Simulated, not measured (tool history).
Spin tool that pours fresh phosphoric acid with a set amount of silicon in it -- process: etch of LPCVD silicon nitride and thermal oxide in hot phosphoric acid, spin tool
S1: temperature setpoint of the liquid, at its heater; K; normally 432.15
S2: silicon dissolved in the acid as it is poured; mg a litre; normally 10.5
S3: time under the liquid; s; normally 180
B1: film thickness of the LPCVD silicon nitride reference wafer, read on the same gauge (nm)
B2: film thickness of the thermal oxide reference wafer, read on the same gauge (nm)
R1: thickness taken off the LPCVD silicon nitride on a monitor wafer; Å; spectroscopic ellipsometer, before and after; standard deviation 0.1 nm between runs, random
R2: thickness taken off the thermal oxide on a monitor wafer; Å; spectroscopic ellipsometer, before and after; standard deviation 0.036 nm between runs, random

run,day,S1,S2,S3,B1,B2,R1,R2
1,0.000,432.15,7.0,180,80.00,99.971,153.2,3.82
2,4.229,432.15,7.0,180,80.00,100.016,152.6,3.38
3,8.371,433.65,10.5,180,80.00,100.045,160.6,3.66
# day 12.400: gauge calibrated
4,12.671,432.15,10.5,180,79.98,99.965,152.3,3.85
5,15.050,430.65,19.0,275,79.98,100.009,223.2,3.86
6,17.996,431.15,16.5,90,79.99,100.013,73.5,1.18
7,20.121,430.65,15.5,180,80.00,100.015,145.7,2.22
# day 22.112: heated supply line repaired
8,22.608,434.65,5.0,180,79.98,99.967,164.3,5.09
9,25.267,432.15,10.5,275,80.02,99.985,234.5,5.47
10,27.458,430.15,10.5,180,80.00,100.025,140.8,2.25
11,31.779,432.15,18.5,75,80.01,99.999,63.1,1.40
# day 32.304: thermometer replaced
# day 33.308: dissolved silicon flow meter replaced
12,35.496,429.65,15.5,105,80.01,100.009,82.5,1.68
13,37.079,433.65,10.5,95,80.00,99.995,85.0,1.83
14,40.604,431.15,10.5,180,79.99,100.023,147.5,3.63
15,44.400,432.15,10.5,180,80.01,100.006,151.9,3.75
16,47.792,432.15,10.5,180,80.02,100.049,152.9,2.94
17,50.150,432.15,7.5,95,80.01,99.978,79.9,1.80
18,51.762,434.65,8.0,110,79.97,99.985,101.5,2.68
19,55.954,433.15,18.5,100,79.99,99.962,87.4,1.47
20,59.908,429.65,16.0,235,80.00,100.019,181.8,3.80
21,63.588,430.65,16.5,115,79.99,99.985,93.4,1.70
22,67.025,432.15,10.5,180,80.01,99.984,152.1,2.79

Alternative continuations, all from the tool just after run 22; predict every row:
A,67.046,432.15,10.5,140,?,?,?,?
B,67.046,432.15,17.5,210,?,?,?,?
C,67.046,432.15,19.0,180,?,?,?,?
D,67.046,430.65,5.5,180,?,?,?,?

run,B1,B2,R1,R2
A,80.00,100.019,118.6,3.23
B,80.00,100.019,177.9,4.08
C,80.00,100.019,152.5,3.36
D,80.00,100.019,144.9,4.13
With no hidden state in the tool, these same runs would have given:
run,R1,R2
A,118.6,3.23
B,177.9,4.08
C,152.5,3.36
D,144.9,4.13
